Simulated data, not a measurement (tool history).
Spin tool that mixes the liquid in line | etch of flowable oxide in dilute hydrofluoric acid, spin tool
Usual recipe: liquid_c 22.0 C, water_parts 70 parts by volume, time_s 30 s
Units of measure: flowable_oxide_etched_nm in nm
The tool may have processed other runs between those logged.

run    hour  liquid_c  water_parts  time_s  read-back film thickness of the flowable oxide reference wafer, read on the same gauge (nm)  flowable_oxide_etched_nm
  1     0.0      22.0           70      30                                                                                       110.04                     15.64
  2    44.5      22.0           70      30                                                                                       109.97                     15.72
  3   110.6      22.0           70      30                                                                                       109.97                     15.98
      158.9  -- thermometer replaced
  4   169.5      22.0           70      35                                                                                       109.99                     17.36
  5   208.4      22.0           70      30                                                                                       110.02                     14.82
  6   266.9      22.0           70      30                                                                                       110.00                     14.84
      275.9  -- hydrofluoric acid flow meter replaced
  7   299.2      22.0           70      30                                                                                       110.00                     15.09
  8   363.6      20.5           70      30                                                                                       109.98                     14.18
  9   400.9      20.5           70      30                                                                                       110.05                     14.08
 10   465.8      25.5           70      30                                                                                       110.00                     17.69
 11   522.9      22.0           70      30                                                                                       110.01                     15.37
 12   673.3      23.5           90      40                                                                                       109.98                     16.76
 13   719.6      22.0           70      30                                                                                       110.01                     15.82
 14   748.8      22.0           70      30                                                                                       109.93                     15.72
      770.4  -- thermometer replaced
 15   815.8      20.5           80      20                                                                                       110.04                      8.01
 16   852.0      18.0           45      50                                                                                       110.00                     33.96
 17   912.6      22.0           70      30                                                                                       110.01                     15.19
 18   975.4      22.0           70      30                                                                                       110.03                     15.24
 19  1045.7      22.0           35      45                                                                                       110.04                     48.20
 20  1086.2      22.0           70      30                                                                                       109.97                     15.32
 21  1131.2      26.0           80      25                                                                                       110.03                     13.01
     1153.3  -- gauge calibrated
 22  1200.6      22.0           90      30                                                                                       110.02                     11.65
 23  1246.6      20.0           45      15                                                                                       109.98                     11.65
 24  1318.0      22.0           70      15                                                                                       110.02                      7.87
 25  1384.4      22.0           50      30                                                                                       110.01                     22.80
 26  1456.3      20.5           80      15                                                                                       109.99                      6.50
     1466.9  -- thermometer replaced
 27  1497.8      22.0           70      30                                                                                       109.96                     15.23
 28  1557.9      22.0           70      50                                                                                       109.99                     24.65
 29  1610.3      23.5           80      40                                                                                       110.04                     18.31
 30  1638.0      22.0           70      30                                                                                       109.99                     15.38
 31  1664.3      22.0           70      50                                                                                       110.01                     25.08
 32  1689.0      22.0           55      30                                                                                       109.99                     19.77

Selected run-to-run steps in flowable_oxide_etched_nm, each split into two signed amounts: the part the tool would show with no hidden state at all (from settings, incoming material and random variation), and the remainder, which goes to the hidden state together with any gauge scatter not common to the measured and the hidden-state-free results:
Hidden conditions of the tool in this case: liquid hotter than its thermometer reads (K); hydrofluoric acid flow below the setpoint (%); gauge reads high (%).
Run 15 -> 16: liquid_c 20.5 -> 18.0, water_parts 80 -> 45, time_s 20 -> 50. flowable_oxide_etched_nm +25.95 nm: hidden state +0.44, all else +25.51.
Run 18 -> 19: water_parts 70 -> 35, time_s 30 -> 45. flowable_oxide_etched_nm +32.96 nm: hidden state +1.36, all else +31.60.
Run 19 -> 20: water_parts 35 -> 70, time_s 45 -> 30. flowable_oxide_etched_nm -32.88 nm: hidden state -1.17, all else -31.71.
Run 24 -> 25: water_parts 70 -> 50, time_s 15 -> 30. flowable_oxide_etched_nm +14.93 nm: hidden state +1.16, all else +13.77.
